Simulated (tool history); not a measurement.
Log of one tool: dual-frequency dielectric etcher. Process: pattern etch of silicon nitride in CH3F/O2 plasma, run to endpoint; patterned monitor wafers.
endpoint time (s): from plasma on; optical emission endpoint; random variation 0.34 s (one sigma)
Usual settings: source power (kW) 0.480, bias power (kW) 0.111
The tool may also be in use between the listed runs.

run	day	source power (kW)	bias power (kW)	incoming incoming film thickness, nm	endpoint time (s)
1	0.000	0.480	0.132	91.0	74.4
2	0.662	0.480	0.132	91.7	74.4
3	1.554	0.480	0.111	91.9	78.8
4	2.904	0.410	0.111	91.2	83.8
5	4.217	0.480	0.111	91.3	77.9
6	4.771	0.480	0.111	90.7	77.4
# day 7.017: upper electrode replaced
7	7.038	0.480	0.111	90.1	76.6
8	9.171	0.480	0.111	91.1	76.9
# day 9.983: source power generator calibrated
9	10.529	0.480	0.111	89.6	75.7
# day 10.950: bias power generator calibrated
# day 11.933: wet clean of the chamber
10	12.429	0.480	0.111	90.3	80.8
11	12.967	0.530	0.089	90.7	83.1
12	14.100	0.480	0.121	91.7	79.2
13	14.900	0.480	0.085	90.8	87.6
14	16.054	0.540	0.111	90.5	76.7
15	16.600	0.530	0.129	91.2	73.9
16	17.971	0.480	0.111	90.2	79.8
17	18.525	0.380	0.133	90.1	82.8
18	19.958	0.540	0.111	91.5	76.7
19	20.733	0.540	0.138	91.8	71.2

Forecast each of these 3 alternatives for the next run:
A	20.754	0.480	0.111	90.9	?
B	20.754	0.420	0.111	90.9	?
C	20.754	0.390	0.131	90.9	?

run	endpoint time (s)
A	80.4
B	85.3
C	83.7
Without the tool's hidden state the same runs would have given:
run	endpoint time (s)
A	81.0
B	86.0
C	84.3

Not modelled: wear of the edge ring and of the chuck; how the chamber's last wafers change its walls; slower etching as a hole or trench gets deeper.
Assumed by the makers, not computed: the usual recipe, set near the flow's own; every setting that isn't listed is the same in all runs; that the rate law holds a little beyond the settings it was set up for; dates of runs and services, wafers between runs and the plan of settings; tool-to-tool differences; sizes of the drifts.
